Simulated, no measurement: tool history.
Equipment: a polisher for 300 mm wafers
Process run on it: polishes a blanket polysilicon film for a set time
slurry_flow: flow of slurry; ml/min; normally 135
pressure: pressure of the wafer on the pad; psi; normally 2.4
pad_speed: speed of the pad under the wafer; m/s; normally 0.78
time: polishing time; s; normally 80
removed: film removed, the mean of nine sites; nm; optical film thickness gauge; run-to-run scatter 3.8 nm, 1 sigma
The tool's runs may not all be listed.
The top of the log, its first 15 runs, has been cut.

run,hour,slurry_flow,pressure,pad_speed,time,"incoming thickness of the incoming film, nm",removed
# hour 745.5: head pressure recalibrated
16,778.6,135,2.4,0.78,80,1261.9,518.5
17,818.0,135,2.4,1.00,80,1279.4,616.1
18,870.2,100,2.4,0.78,80,1256.0,484.4
# hour 932.2: worn pad replaced by a new one
19,932.7,135,3.1,0.70,80,1237.4,628.9
20,989.5,135,1.8,0.78,104,1284.5,513.5
21,1049.5,120,1.6,0.78,80,1252.9,337.5
22,1099.5,165,2.4,0.78,80,1282.3,540.1
# hour 1104.1: head pressure recalibrated
23,1125.8,135,2.4,0.78,80,1265.5,526.0
24,1150.6,100,2.4,0.78,65,1248.8,401.1
25,1192.8,110,1.6,0.54,80,1272.3,268.0
# hour 1211.1: slurry nozzle cleaned
26,1221.5,170,2.4,0.78,80,1259.0,544.3
# hour 1258.0: worn pad replaced by a new one
27,1284.9,115,2.7,0.62,96,1242.7,588.2
28,1351.4,155,2.9,0.78,80,1263.9,646.9
29,1416.1,135,3.1,0.78,90,1271.1,759.7
# hour 1440.2: head pressure recalibrated
30,1459.8,110,2.8,0.54,96,1266.6,560.8
31,1499.2,175,2.4,1.00,102,1273.0,812.1
32,1548.9,100,2.4,0.78,65,1273.3,399.1
# hour 1577.4: worn pad replaced by a new one
33,1586.1,135,2.4,0.78,80,1252.2,526.0
34,1640.8,115,1.8,0.78,80,1261.7,383.8
35,1667.9,95,2.4,0.78,80,1244.8,487.9

Forecast each of these 5 alternatives for the next run:
A,1668.3,135,2.4,0.78,80,1248.0,?
B,1668.3,135,1.7,0.78,80,1248.0,?
C,1668.3,115,2.4,0.78,72,1248.0,?
D,1668.3,125,2.4,0.96,80,1248.0,?
E,1668.3,100,2.4,0.94,101,1248.0,?

run,removed
A,525.1
B,371.9
C,457.5
D,594.8
E,704.3
The same runs, with their run-to-run variation unchanged, on a tool lacking any hidden condition would have given:
run,removed
A,525.1
B,371.9
C,457.5
D,594.8
E,704.3
